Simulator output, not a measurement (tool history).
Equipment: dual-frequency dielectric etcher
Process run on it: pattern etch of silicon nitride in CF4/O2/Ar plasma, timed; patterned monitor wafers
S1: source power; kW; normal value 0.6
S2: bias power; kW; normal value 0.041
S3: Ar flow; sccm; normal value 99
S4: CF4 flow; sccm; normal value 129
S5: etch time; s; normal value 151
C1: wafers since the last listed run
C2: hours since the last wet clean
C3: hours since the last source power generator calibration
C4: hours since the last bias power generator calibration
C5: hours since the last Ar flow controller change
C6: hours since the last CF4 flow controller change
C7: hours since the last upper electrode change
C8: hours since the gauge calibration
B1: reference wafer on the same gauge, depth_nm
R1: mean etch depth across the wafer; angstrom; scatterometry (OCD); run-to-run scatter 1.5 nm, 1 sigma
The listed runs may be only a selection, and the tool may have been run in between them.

run,hour,S1,S2,S3,S4,S5,C1,C2,C3,C4,C5,C6,C7,C8,B1,R1
1,0,0.6,0.041,99,129,151,0,59.8,2867.5,2479.7,2933.6,3678.2,2351.6,451.5,241.4,2954
# hour 19.6: gauge calibrated
2,33.3,0.6,0.041,99,129,151,329,93.1,2900.8,2513,2966.9,3711.5,2384.9,13.7,237.9,2912
3,59.2,0.6,0.041,99,129,183.5,256,119,2926.7,2538.9,2992.8,3737.4,2410.8,39.6,238.4,3508
4,86.1,0.6,0.041,99,129,151,266,145.9,2953.6,2565.8,3019.7,3764.3,2437.7,66.5,238.7,2932
5,115.3,0.6,0.041,99,129,151,289,175.1,2982.8,2595,3048.9,3793.5,2466.9,95.7,239.6,2948
6,150,0.6,0.041,99,129,151,343,209.8,3017.5,2629.7,3083.6,3828.2,2501.6,130.4,240.3,2910
7,172.6,0.6,0.041,99,129,151,223,232.4,3040.1,2652.3,3106.2,3850.8,2524.2,153,240.2,2948
8,185.4,0.6,0.041,99,129,151,126,245.2,3052.9,2665.1,3119,3863.6,2537,165.8,240.5,2958
9,215.3,0.6,0.041,83,129,151,296,275.1,3082.8,2695,3148.9,3893.5,2566.9,195.7,240.4,3026
10,247.6,0.6,0.041,83,129,151,320,307.4,3115.1,2727.3,3181.2,3925.8,2599.2,228,241,2974
11,270,0.6,0.048,118,129,151,221,329.8,3137.5,2749.7,3203.6,3948.2,2621.6,250.4,241.2,3118
# hour 295.7: CF4 flow controller replaced
12,296.2,0.6,0.048,99,129,151,200,356,3163.7,2775.9,3229.8,0.5,2647.8,276.6,241.2,3173

The next listed run, before its measurement:
# hour 334.5: source power generator calibrated
# hour 338.4: wet clean of the chamber
13,338.9,0.6,0.046,99,152,177,344,0.5,4.4,2818.6,3272.5,43.2,2690.5,319.3,?,?

B1: 241.4
R1: 3726 angstrom
On a tool with no hidden condition, and with the same random variation, this run would have come out at R1 3658 angstrom.
